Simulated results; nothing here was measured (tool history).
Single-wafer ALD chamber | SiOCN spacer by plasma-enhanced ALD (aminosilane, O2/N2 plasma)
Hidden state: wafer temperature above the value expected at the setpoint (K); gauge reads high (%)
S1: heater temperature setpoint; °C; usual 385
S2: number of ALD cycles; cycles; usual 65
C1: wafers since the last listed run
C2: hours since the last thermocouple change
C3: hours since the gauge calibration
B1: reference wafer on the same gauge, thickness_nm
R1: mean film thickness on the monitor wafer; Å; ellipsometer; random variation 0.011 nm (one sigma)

| run | day | S1 | S2 | C1 | C2 | C3 | B1 | R1 |
|---|---|---|---|---|---|---|---|---|
| 1 | 0.000 | 385 | 65 | 0 | 886.5 | 499.3 | 3.761 | 42.45 |
| 2 | 2.021 | 385 | 65 | 212 | 935.0 | 547.8 | 3.756 | 42.63 |
| 3 | 3.183 | 385 | 65 | 122 | 962.9 | 575.7 | 3.755 | 42.59 |
| 4 | 4.633 | 385 | 65 | 152 | 997.7 | 610.5 | 3.759 | 42.68 |
| 5 | 9.938 | 385 | 65 | 558 | 1125.0 | 737.8 | 3.759 | 42.59 |
| 6 | 12.338 | 385 | 65 | 252 | 1182.6 | 795.4 | 3.760 | 42.49 |
|  | 13.108 | gauge calibrated |
| 7 | 14.483 | 385 | 65 | 225 | 1234.1 | 33.0 | 3.801 | 42.76 |
| 8 | 15.804 | 393 | 60 | 139 | 1265.8 | 64.7 | 3.795 | 39.64 |
| 9 | 17.971 | 393 | 60 | 228 | 1317.8 | 116.7 | 3.785 | 39.47 |
|  | 20.308 | thermocouple changed; heater temperature recalibrated |
| 10 | 20.433 | 380 | 69 | 224 | 3.0 | 175.8 | 3.773 | 45.56 |
| 11 | 21.462 | 385 | 55 | 108 | 27.7 | 200.5 | 3.775 | 36.03 |
| 12 | 22.583 | 373 | 74 | 118 | 54.6 | 227.4 | 3.771 | 48.61 |
| 13 | 30.150 | 399 | 65 | 796 | 236.2 | 409.0 | 3.759 | 42.57 |
| 14 | 32.733 | 394 | 57 | 272 | 298.2 | 471.0 | 3.757 | 37.18 |
| 15 | 33.754 | 371 | 72 | 107 | 322.7 | 495.5 | 3.759 | 47.22 |
| 16 | 36.504 | 385 | 65 | 289 | 388.7 | 561.5 | 3.754 | 42.58 |
| 17 | 38.629 | 385 | 75 | 223 | 439.7 | 612.5 | 3.756 | 49.20 |
| 18 | 40.433 | 385 | 65 | 189 | 483.0 | 655.8 | 3.753 | 42.72 |

Hidden state or all else? Some run-to-run changes of R1, split into what the settings, what came in and random variation would give without the hidden state, and what is left for the hidden state (with any gauge scatter that isn't in both results):
Run 6 -> 7: gauge calibrated. R1 +0.27 Å: hidden state +0.51, all else -0.24.
Run 11 -> 12: S1 385 -> 373, S2 55 -> 74. R1 +12.58 Å: hidden state -0.15, all else +12.73.
